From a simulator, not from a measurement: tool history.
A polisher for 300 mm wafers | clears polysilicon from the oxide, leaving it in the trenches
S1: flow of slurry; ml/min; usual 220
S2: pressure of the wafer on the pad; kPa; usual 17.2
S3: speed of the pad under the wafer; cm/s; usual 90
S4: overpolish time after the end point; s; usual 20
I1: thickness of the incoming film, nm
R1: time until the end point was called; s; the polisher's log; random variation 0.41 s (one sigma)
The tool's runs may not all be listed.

Run 1, day 0: usual settings; I1 395.7. Result: R1 44.7 s.
Run 2, day 1.512: usual settings; I1 399.2. Result: R1 43.1 s.
Run 3, day 3.575: usual settings; I1 401.6. Result: R1 43 s.
Run 4, day 7.112: usual settings; I1 396.1. Result: R1 44 s.
Run 5, day 10.525: usual settings; I1 398.4. Result: R1 45.9 s.
Run 6, day 12.421: usual settings; I1 397. Result: R1 42.8 s.
Run 7, day 16.062: usual settings; I1 393.3. Result: R1 43.2 s.
Run 8, day 18.933: usual settings; I1 397.4. Result: R1 43.9 s.
Run 9, day 22.796: usual settings; I1 401.1. Result: R1 43.7 s.
Run 10, day 25.296: usual settings; I1 404.5. Result: R1 44.4 s.
Run 11, day 28.229: usual settings but S1 280 ml/min, S2 19.3 kPa; I1 399.9. Result: R1 40.5 s.
Run 12, day 31.85: usual settings; I1 397.3. Result: R1 42.7 s.
Run 13, day 33.525: usual settings but S4 12 s; I1 402.1. Result: R1 43.9 s.
Run 14, day 36.596: usual settings but S4 27 s; I1 394.1. Result: R1 43.4 s.
Run 15, day 40.046: usual settings; I1 397.3. Result: R1 45.4 s.
Run 16, day 41.875: usual settings but S3 70 cm/s, S4 16 s; I1 397.7. Result: R1 57.2 s.
Run 17, day 44.375: usual settings but S3 62 cm/s; I1 396.5. Result: R1 62.4 s.
Run 18, day 45.979: usual settings; I1 395.7. Result: R1 42.4 s.
Run 19, day 47.521: usual settings; I1 394.4. Result: R1 43.1 s.
Run 20, day 49.275: usual settings but S2 22.8 kPa, S3 102 cm/s, S4 9 s; I1 399.2. Result: R1 32.9 s.
Run 21, day 52.958: usual settings but S1 185 ml/min, S2 15.2 kPa, S3 58 cm/s, S4 28 s; I1 405. Result: R1 79.9 s.

Not shown: 11 entries that the log had between the listed runs. Between which runs, and how does the tool's hidden state differ before and after?
Between runs 1 and 2: slurry nozzle cleaned (day 0.188); head pressure recalibrated (day 0.729); worn pad replaced by a new one (day 1.338)
  removal rate lost through wear of the pad, %: 5.57 -> 0.799
  measured less the result without the state, R1: +2.5 -> +0.3 s
Between runs 5 and 6: worn pad replaced by a new one (day 11.1)
  removal rate lost through wear of the pad, %: 6.06 -> 0.975
  measured less the result without the state, R1: +2.8 -> +0.4 s
Between runs 7 and 8: slurry nozzle cleaned (day 16.175)
  removal rate lost through wear of the pad, %: 3.1 -> 4.78
  measured less the result without the state, R1: +1.4 -> +2.1 s
Between runs 8 and 9: worn pad replaced by a new one (day 20.529)
  removal rate lost through wear of the pad, %: 4.78 -> 1.71
  measured less the result without the state, R1: +2.1 -> +0.8 s
Between runs 11 and 12: worn pad replaced by a new one (day 31.146)
  removal rate lost through wear of the pad, %: 4.89 -> 0.753
  measured less the result without the state, R1: +1.9 -> +0.4 s
Between runs 12 and 13: slurry nozzle cleaned (day 32.546)
  removal rate lost through wear of the pad, %: 0.753 -> 1.73
  measured less the result without the state, R1: +0.4 -> +0.8 s
Between runs 15 and 16: head pressure recalibrated (day 41.75)
  removal rate lost through wear of the pad, %: 5.54 -> 6.61
  measured less the result without the state, R1: +2.5 -> +3.8 s
Between runs 16 and 17: worn pad replaced by a new one (day 42.954)
  removal rate lost through wear of the pad, %: 6.61 -> 1.26
  measured less the result without the state, R1: +3.8 -> +0.8 s
Between runs 20 and 21: slurry nozzle cleaned (day 49.512)
  removal rate lost through wear of the pad, %: 4.12 -> 6.28
  measured less the result without the state, R1: +1.3 -> +5 s

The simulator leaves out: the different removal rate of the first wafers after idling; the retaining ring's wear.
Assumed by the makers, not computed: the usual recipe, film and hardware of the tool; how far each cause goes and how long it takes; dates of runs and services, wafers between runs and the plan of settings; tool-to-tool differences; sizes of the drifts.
